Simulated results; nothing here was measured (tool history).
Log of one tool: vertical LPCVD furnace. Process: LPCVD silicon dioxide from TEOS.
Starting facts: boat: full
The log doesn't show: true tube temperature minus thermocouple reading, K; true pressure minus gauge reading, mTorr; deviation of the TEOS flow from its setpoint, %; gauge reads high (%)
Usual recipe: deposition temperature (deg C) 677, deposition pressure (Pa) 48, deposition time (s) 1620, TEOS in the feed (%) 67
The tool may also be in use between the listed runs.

run   hour  deposition temperature (deg C)  deposition pressure (Pa)  deposition time (s)  TEOS in the feed (%)  wafers since the last listed run  hours since the last temperature calibration  hours since the pressure gauge was zeroed  hours since the TEOS flow controller was replaced  hours since the gauge calibration  read-back reference wafer on the same gauge, thickness  film thickness on the monitor wafer in the middle of the boat (nm)
  1      0                             677                      57.3                 1620                    75                                 0                                        3437.7                                     2156.7                                             3179.9                               42.7                                                  137.16                                                              158.38
  2   57.4                             677                      57.3                 1620                    75                               734                                        3495.1                                     2214.1                                             3237.3                              100.1                                                  137.02                                                              157.49
  3   90.2                             677                      57.3                 1620                    75                               419                                        3527.9                                     2246.9                                             3270.1                              132.9                                                  137.12                                                              157.76
  4  147.6                             677                        48                 1800                    67                               734                                        3585.3                                     2304.3                                             3327.5                              190.3                                                  137.03                                                              151.94
  5  184.8                             677                        48                 1800                    67                               475                                        3622.5                                     2341.5                                             3364.7                              227.5                                                   136.8                                                              151.06
  6  238.3                             677                        48                 1620                    67                               684                                          3676                                       2395                                             3418.2                                281                                                  137.05                                                                 136
  7  299.8                             677                        48                 1860                    67                               786                                        3737.5                                     2456.5                                             3479.7                              342.5                                                  137.04                                                              156.15
  8  354.8                             677                        48                 1860                    67                               703                                        3792.5                                     2511.5                                             3534.7                              397.5                                                  137.11                                                              155.91
  9  425.1                             677                        48                 1620                    67                               899                                        3862.8                                     2581.8                                               3605                              467.8                                                  137.08                                                               136.7
     595.1  -- TEOS flow controller replaced
     613.9  -- pressure gauge zeroed
 10  631.8                             677                        48                 1980                    79                              2096                                        4069.5                                       17.9                                               36.7                              674.5                                                  137.04                                                              181.82
     659.1  -- thermocouples replaced and temperature profile calibrated
     688.7  -- gauge calibrated
 11  695.6                             668                        48                 1620                    67                               509                                          36.5                                       81.7                                              100.5                                6.9                                                  137.09                                                               99.05

Estimate the outcome of run 12 from the log above:
 12  767.2                             677                        48                 1800                    67                               916                                         108.1                                      153.3                                              172.1                               78.5                                                       ?                                                                   ?

Run 12 yielded read-back reference wafer on the same gauge, thickness 137.04, film thickness on the monitor wafer in the middle of the boat (nm) 138.59.
The same run, on a tool lacking any hidden state, would have yielded film thickness on the monitor wafer in the middle of the boat (nm) 136.73.
